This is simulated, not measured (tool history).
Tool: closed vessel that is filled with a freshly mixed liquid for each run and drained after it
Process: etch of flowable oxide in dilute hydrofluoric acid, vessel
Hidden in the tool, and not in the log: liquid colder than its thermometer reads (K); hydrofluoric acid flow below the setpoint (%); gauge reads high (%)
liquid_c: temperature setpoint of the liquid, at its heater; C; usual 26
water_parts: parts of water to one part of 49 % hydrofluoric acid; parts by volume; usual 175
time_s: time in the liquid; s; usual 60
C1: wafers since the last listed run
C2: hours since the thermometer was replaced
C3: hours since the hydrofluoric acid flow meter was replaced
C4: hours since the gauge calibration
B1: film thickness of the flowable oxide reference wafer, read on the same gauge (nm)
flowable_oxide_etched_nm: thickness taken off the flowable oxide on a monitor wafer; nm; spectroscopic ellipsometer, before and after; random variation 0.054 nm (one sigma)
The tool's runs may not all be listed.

Run 1, day 0: usual settings but time_s 50 s; C1 0; C2 2174; C3 1427.4; C4 85.4; B1 150. Result: flowable_oxide_etched_nm 8.58 nm.
Run 2, day 0.433: usual settings but time_s 50 s; C1 1287; C2 2184.4; C3 1437.8; C4 95.8; B1 150. Result: flowable_oxide_etched_nm 8.54 nm.
Run 3, day 0.742: usual settings but time_s 50 s; C1 916; C2 2191.8; C3 1445.2; C4 103.2; B1 150. Result: flowable_oxide_etched_nm 8.63 nm.
Run 4, day 2.333: usual settings; C1 4729; C2 2230; C3 1483.4; C4 141.4; B1 150.01. Result: flowable_oxide_etched_nm 10.25 nm.
Run 5, day 2.929: usual settings; C1 1770; C2 2244.3; C3 1497.7; C4 155.7; B1 149.99. Result: flowable_oxide_etched_nm 10.26 nm.
Run 6, day 3.504: usual settings; C1 1708; C2 2258.1; C3 1511.5; C4 169.5; B1 150.01. Result: flowable_oxide_etched_nm 10.27 nm.
Run 7, day 4.208: usual settings; C1 2092; C2 2275; C3 1528.4; C4 186.4; B1 150. Result: flowable_oxide_etched_nm 10.36 nm.
Run 8, day 4.762: usual settings but time_s 80 s; C1 1646; C2 2288.3; C3 1541.7; C4 199.7; B1 150.02. Result: flowable_oxide_etched_nm 13.72 nm.
Run 9, day 5.504: usual settings but time_s 80 s; C1 2203; C2 2306.1; C3 1559.5; C4 217.5; B1 149.99. Result: flowable_oxide_etched_nm 13.76 nm.
At day 5.75: gauge calibrated.
Run 10, day 5.958: usual settings but time_s 80 s; C1 1349; C2 2317; C3 1570.4; C4 5; B1 149.99. Result: flowable_oxide_etched_nm 13.71 nm.
Run 11, day 6.638: usual settings; C1 2018; C2 2333.3; C3 1586.7; C4 21.3; B1 150.01. Result: flowable_oxide_etched_nm 10.19 nm.
Run 12, day 7.104: usual settings; C1 1386; C2 2344.5; C3 1597.9; C4 32.5; B1 149.99. Result: flowable_oxide_etched_nm 10.22 nm.
Run 13, day 7.683: usual settings; C1 1720; C2 2358.4; C3 1611.8; C4 46.4; B1 149.98. Result: flowable_oxide_etched_nm 10.3 nm.
Run 14, day 8.162: usual settings; C1 1423; C2 2369.9; C3 1623.3; C4 57.9; B1 150.02. Result: flowable_oxide_etched_nm 10.25 nm.
Run 15, day 8.825: usual settings; C1 1968; C2 2385.8; C3 1639.2; C4 73.8; B1 150.01. Result: flowable_oxide_etched_nm 10.18 nm.
At day 9.167: hydrofluoric acid flow meter replaced.
Run 16, day 9.538: usual settings; C1 1993; C2 2402.9; C3 8.9; C4 90.9; B1 149.98. Result: flowable_oxide_etched_nm 10.16 nm.
Run 17, day 9.808: usual settings but liquid_c 30 C, time_s 45 s; C1 804; C2 2409.4; C3 15.4; C4 97.4; B1 149.98. Result: flowable_oxide_etched_nm 8.82 nm.
Run 18, day 10.071: usual settings but water_parts 250 parts by volume, time_s 95 s; C1 779; C2 2415.7; C3 21.7; C4 103.7; B1 149.99. Result: flowable_oxide_etched_nm 10.53 nm.
Run 19, day 10.596: usual settings but liquid_c 22 C, water_parts 115 parts by volume; C1 1559; C2 2428.3; C3 34.3; C4 116.3; B1 150.01. Result: flowable_oxide_etched_nm 14.25 nm.
Run 20, day 11.083: usual settings but water_parts 145 parts by volume; C1 1448; C2 2440; C3 46; C4 128; B1 150. Result: flowable_oxide_etched_nm 12.69 nm.
Run 21, day 11.738: usual settings but liquid_c 22 C, time_s 30 s; C1 1943; C2 2455.7; C3 61.7; C4 143.7; B1 150.02. Result: flowable_oxide_etched_nm 4.4 nm.
Run 22, day 12.217: usual settings; C1 1423; C2 2467.2; C3 73.2; C4 155.2; B1 149.99. Result: flowable_oxide_etched_nm 10.2 nm.
Run 23, day 12.696: usual settings but liquid_c 30.5 C, water_parts 145 parts by volume, time_s 70 s; C1 1423; C2 2478.7; C3 84.7; C4 166.7; B1 149.99. Result: flowable_oxide_etched_nm 17.65 nm.
Run 24, day 13.267: usual settings but liquid_c 24 C; C1 1696; C2 2492.4; C3 98.4; C4 180.4; B1 150.04. Result: flowable_oxide_etched_nm 9.5 nm.
At day 13.667: thermometer replaced.
Run 25, day 13.975: usual settings; C1 1980; C2 7.4; C3 115.4; C4 197.4; B1 149.99. Result: flowable_oxide_etched_nm 11.41 nm.
Run 26, day 14.488: usual settings but liquid_c 24 C, water_parts 205 parts by volume, time_s 75 s; C1 1522; C2 19.7; C3 127.7; C4 209.7; B1 150. Result: flowable_oxide_etched_nm 10.97 nm.
At day 15.171: gauge calibrated.
Run 27, day 15.229: usual settings; C1 2203; C2 37.5; C3 145.5; C4 1.4; B1 150.01. Result: flowable_oxide_etched_nm 11.53 nm.
Run 28, day 15.492: usual settings but liquid_c 29.5 C, water_parts 140 parts by volume, time_s 45 s; C1 779; C2 43.8; C3 151.8; C4 7.7; B1 150. Result: flowable_oxide_etched_nm 12.85 nm.
Run 29, day 16.192: usual settings; C1 2079; C2 60.6; C3 168.6; C4 24.5; B1 150.02. Result: flowable_oxide_etched_nm 11.43 nm.
Run 30, day 16.621: usual settings but liquid_c 24 C, water_parts 95 parts by volume, time_s 45 s; C1 1275; C2 70.9; C3 178.9; C4 34.8; B1 149.99. Result: flowable_oxide_etched_nm 16.24 nm.
Run 31, day 18.604: usual settings but liquid_c 23.5 C, water_parts 220 parts by volume, time_s 30 s; C1 5893; C2 118.5; C3 226.5; C4 82.4; B1 149.99. Result: flowable_oxide_etched_nm 3.91 nm.
Run 32, day 19.188: usual settings but water_parts 140 parts by volume, time_s 85 s; C1 1733; C2 132.5; C3 240.5; C4 96.4; B1 150.02. Result: flowable_oxide_etched_nm 21.09 nm.

Forecast each of these 5 alternatives for the next run:
Run A, day 19.217: usual settings; C1 86; C2 133.2; C3 241.2; C4 97.1; B1 ?. Result: flowable_oxide_etched_nm ?.
Run B, day 19.217: usual settings but water_parts 135 parts by volume; C1 86; C2 133.2; C3 241.2; C4 97.1; B1 ?. Result: flowable_oxide_etched_nm ?.
Run C, day 19.217: usual settings but liquid_c 28.5 C, time_s 85 s; C1 86; C2 133.2; C3 241.2; C4 97.1; B1 ?. Result: flowable_oxide_etched_nm ?.
Run D, day 19.217: usual settings but liquid_c 23.5 C; C1 86; C2 133.2; C3 241.2; C4 97.1; B1 ?. Result: flowable_oxide_etched_nm ?.
Run E, day 19.217: usual settings but water_parts 95 parts by volume; C1 86; C2 133.2; C3 241.2; C4 97.1; B1 ?. Result: flowable_oxide_etched_nm ?.

run      B1  flowable_oxide_etched_nm
  A  149.99                     11.46
  B  149.99                     15.58
  C  149.99                     17.79
  D  149.99                     10.44
  E  149.99                     23.28
Without the tool's hidden state the same runs would have given:
run  flowable_oxide_etched_nm
  A                     11.56
  B                     15.71
  C                     17.93
  D                     10.53
  E                     23.48
